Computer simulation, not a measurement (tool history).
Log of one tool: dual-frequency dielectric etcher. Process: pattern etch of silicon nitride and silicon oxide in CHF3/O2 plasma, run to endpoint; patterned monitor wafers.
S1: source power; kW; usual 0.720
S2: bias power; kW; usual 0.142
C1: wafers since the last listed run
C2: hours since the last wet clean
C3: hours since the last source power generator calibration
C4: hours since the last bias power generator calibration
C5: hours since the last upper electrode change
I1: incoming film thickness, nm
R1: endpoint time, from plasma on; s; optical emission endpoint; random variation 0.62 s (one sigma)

{"run": 1, "hour": 0.0, "S1": 0.72, "S2": 0.142, "C1": 0, "C2": 250.8, "C3": 2605.4, "C4": 2156.0, "C5": 3565.6, "I1": 185.8, "R1": 125.2}
{"run": 2, "hour": 78.7, "S1": 0.72, "S2": 0.142, "C1": 500, "C2": 329.5, "C3": 2684.1, "C4": 2234.7, "C5": 3644.3, "I1": 183.8, "R1": 123.1}
{"run": 3, "hour": 126.4, "S1": 0.72, "S2": 0.142, "C1": 303, "C2": 377.2, "C3": 2731.8, "C4": 2282.4, "C5": 3692.0, "I1": 183.1, "R1": 121.9}
{"run": 4, "hour": 192.0, "S1": 0.72, "S2": 0.142, "C1": 417, "C2": 442.8, "C3": 2797.4, "C4": 2348.0, "C5": 3757.6, "I1": 185.2, "R1": 122.5}
{"run": 5, "hour": 232.8, "S1": 0.72, "S2": 0.142, "C1": 259, "C2": 483.6, "C3": 2838.2, "C4": 2388.8, "C5": 3798.4, "I1": 184.7, "R1": 121.7}
{"run": 6, "hour": 315.6, "S1": 0.72, "S2": 0.142, "C1": 526, "C2": 566.4, "C3": 2921.0, "C4": 2471.6, "C5": 3881.2, "I1": 186.1, "R1": 120.7}
{"hour": 382.6, "done": "wet clean of the chamber"}
{"run": 7, "hour": 394.3, "S1": 0.72, "S2": 0.142, "C1": 347, "C2": 11.7, "C3": 2999.7, "C4": 2550.3, "C5": 3959.9, "I1": 185.2, "R1": 127.8}
{"run": 8, "hour": 481.2, "S1": 0.72, "S2": 0.142, "C1": 552, "C2": 98.6, "C3": 3086.6, "C4": 2637.2, "C5": 4046.8, "I1": 184.1, "R1": 125.3}
{"run": 9, "hour": 563.1, "S1": 0.72, "S2": 0.142, "C1": 520, "C2": 180.5, "C3": 3168.5, "C4": 2719.1, "C5": 4128.7, "I1": 184.4, "R1": 124.8}
{"hour": 664.8, "done": "bias power generator calibrated"}
{"hour": 695.7, "done": "source power generator calibrated"}
{"run": 10, "hour": 844.5, "S1": 0.72, "S2": 0.142, "C1": 1738, "C2": 461.9, "C3": 148.8, "C4": 179.7, "C5": 4410.1, "I1": 183.4, "R1": 121.6}
{"run": 11, "hour": 885.4, "S1": 0.72, "S2": 0.142, "C1": 260, "C2": 502.8, "C3": 189.7, "C4": 220.6, "C5": 4451.0, "I1": 183.6, "R1": 121.0}
{"hour": 950.7, "done": "wet clean of the chamber"}
{"run": 12, "hour": 951.2, "S1": 0.72, "S2": 0.142, "C1": 265, "C2": 0.5, "C3": 255.5, "C4": 286.4, "C5": 4516.8, "I1": 183.1, "R1": 125.0}
{"run": 13, "hour": 992.5, "S1": 0.72, "S2": 0.142, "C1": 262, "C2": 41.8, "C3": 296.8, "C4": 327.7, "C5": 4558.1, "I1": 184.4, "R1": 126.2}
{"run": 14, "hour": 1062.2, "S1": 0.72, "S2": 0.142, "C1": 443, "C2": 111.5, "C3": 366.5, "C4": 397.4, "C5": 4627.8, "I1": 182.7, "R1": 124.3}
{"run": 15, "hour": 1124.3, "S1": 0.72, "S2": 0.142, "C1": 394, "C2": 173.6, "C3": 428.6, "C4": 459.5, "C5": 4689.9, "I1": 184.1, "R1": 124.6}
{"run": 16, "hour": 1166.0, "S1": 0.72, "S2": 0.154, "C1": 265, "C2": 215.3, "C3": 470.3, "C4": 501.2, "C5": 4731.6, "I1": 184.3, "R1": 121.0}
{"run": 17, "hour": 1203.1, "S1": 0.57, "S2": 0.158, "C1": 235, "C2": 252.4, "C3": 507.4, "C4": 538.3, "C5": 4768.7, "I1": 183.1, "R1": 129.0}
{"run": 18, "hour": 1259.4, "S1": 0.72, "S2": 0.157, "C1": 358, "C2": 308.7, "C3": 563.7, "C4": 594.6, "C5": 4825.0, "I1": 183.0, "R1": 117.6}
{"run": 19, "hour": 1312.9, "S1": 0.85, "S2": 0.161, "C1": 340, "C2": 362.2, "C3": 617.2, "C4": 648.1, "C5": 4878.5, "I1": 183.2, "R1": 110.2}
{"run": 20, "hour": 1367.6, "S1": 0.72, "S2": 0.142, "C1": 347, "C2": 416.9, "C3": 671.9, "C4": 702.8, "C5": 4933.2, "I1": 184.7, "R1": 122.1}
{"run": 21, "hour": 1463.7, "S1": 0.72, "S2": 0.152, "C1": 611, "C2": 513.0, "C3": 768.0, "C4": 798.9, "C5": 5029.3, "I1": 184.5, "R1": 118.2}
{"run": 22, "hour": 1504.6, "S1": 0.61, "S2": 0.175, "C1": 260, "C2": 553.9, "C3": 808.9, "C4": 839.8, "C5": 5070.2, "I1": 184.6, "R1": 118.8}
{"hour": 1571.7, "done": "wet clean of the chamber"}
{"run": 23, "hour": 1602.8, "S1": 0.72, "S2": 0.129, "C1": 471, "C2": 31.1, "C3": 907.1, "C4": 938.0, "C5": 5168.4, "I1": 185.2, "R1": 131.8}
{"run": 24, "hour": 1682.2, "S1": 0.72, "S2": 0.162, "C1": 505, "C2": 110.5, "C3": 986.5, "C4": 1017.4, "C5": 5247.8, "I1": 184.8, "R1": 119.5}
{"run": 25, "hour": 1755.8, "S1": 0.72, "S2": 0.142, "C1": 468, "C2": 184.1, "C3": 1060.1, "C4": 1091.0, "C5": 5321.4, "I1": 182.1, "R1": 123.1}
{"run": 26, "hour": 1855.2, "S1": 0.78, "S2": 0.142, "C1": 632, "C2": 283.5, "C3": 1159.5, "C4": 1190.4, "C5": 5420.8, "I1": 186.7, "R1": 122.3}
{"hour": 1916.0, "done": "upper electrode replaced"}
{"run": 27, "hour": 1953.6, "S1": 0.62, "S2": 0.106, "C1": 473, "C2": 381.9, "C3": 1257.9, "C4": 1288.8, "C5": 37.6, "I1": 183.3, "R1": 142.2}
{"run": 28, "hour": 1990.4, "S1": 0.72, "S2": 0.142, "C1": 234, "C2": 418.7, "C3": 1294.7, "C4": 1325.6, "C5": 74.4, "I1": 182.8, "R1": 121.2}
{"hour": 2057.8, "done": "wet clean of the chamber"}
{"run": 29, "hour": 2058.3, "S1": 0.78, "S2": 0.153, "C1": 279, "C2": 0.5, "C3": 1362.6, "C4": 1393.5, "C5": 142.3, "I1": 184.9, "R1": 119.1}
{"run": 30, "hour": 2077.1, "S1": 0.8, "S2": 0.175, "C1": 119, "C2": 19.3, "C3": 1381.4, "C4": 1412.3, "C5": 161.1, "I1": 183.5, "R1": 112.2}
{"run": 31, "hour": 2182.8, "S1": 0.72, "S2": 0.158, "C1": 672, "C2": 125.0, "C3": 1487.1, "C4": 1518.0, "C5": 266.8, "I1": 184.8, "R1": 121.0}
{"run": 32, "hour": 2228.4, "S1": 0.62, "S2": 0.106, "C1": 290, "C2": 170.6, "C3": 1532.7, "C4": 1563.6, "C5": 312.4, "I1": 184.7, "R1": 144.8}
{"run": 33, "hour": 2268.4, "S1": 0.56, "S2": 0.12, "C1": 254, "C2": 210.6, "C3": 1572.7, "C4": 1603.6, "C5": 352.4, "I1": 185.0, "R1": 144.0}
{"hour": 2541.2, "done": "wet clean of the chamber"}
{"run": 34, "hour": 2541.7, "S1": 0.59, "S2": 0.155, "C1": 1585, "C2": 0.5, "C3": 1846.0, "C4": 1876.9, "C5": 625.7, "I1": 184.3, "R1": 130.7}
{"run": 35, "hour": 2633.6, "S1": 0.72, "S2": 0.142, "C1": 584, "C2": 92.4, "C3": 1937.9, "C4": 1968.8, "C5": 717.6, "I1": 184.1, "R1": 125.8}

How the hidden state differs across the entries between the runs, from the last listed run before each to the first after it:
Between runs 6 and 7: wet clean of the chamber (hour 382.6)
  etch rate over this chamber's usual, %: 5.23 -> -0.589
  measured less the result without the state, R1: -6.3 -> +0.7 s
Between runs 9 and 10: bias power generator calibrated (hour 664.8); source power generator calibrated (hour 695.7)
  etch rate over this chamber's usual, %: 0.993 -> 3.63
  measured less the result without the state, R1: -1.2 -> -4.5 s
Between runs 11 and 12: wet clean of the chamber (hour 950.7)
  etch rate over this chamber's usual, %: 4.01 -> -0.000354
  measured less the result without the state, R1: -4.9 -> +0.0 s
Between runs 22 and 23: wet clean of the chamber (hour 1571.7)
  etch rate over this chamber's usual, %: 5.18 -> 0.203
  measured less the result without the state, R1: -6.1 -> -0.3 s
Between runs 26 and 27: upper electrode replaced (hour 1916.0)
  etch rate over this chamber's usual, %: 2.57 -> 3.49
  measured less the result without the state, R1: -3.1 -> -5.0 s
Between runs 28 and 29: wet clean of the chamber (hour 2057.8)
  etch rate over this chamber's usual, %: 3.83 -> 0.53
  measured less the result without the state, R1: -4.7 -> -0.7 s
Between runs 33 and 34: wet clean of the chamber (hour 2541.2)
  etch rate over this chamber's usual, %: 2.5 -> 0.0764
  measured less the result without the state, R1: -3.6 -> -0.1 s
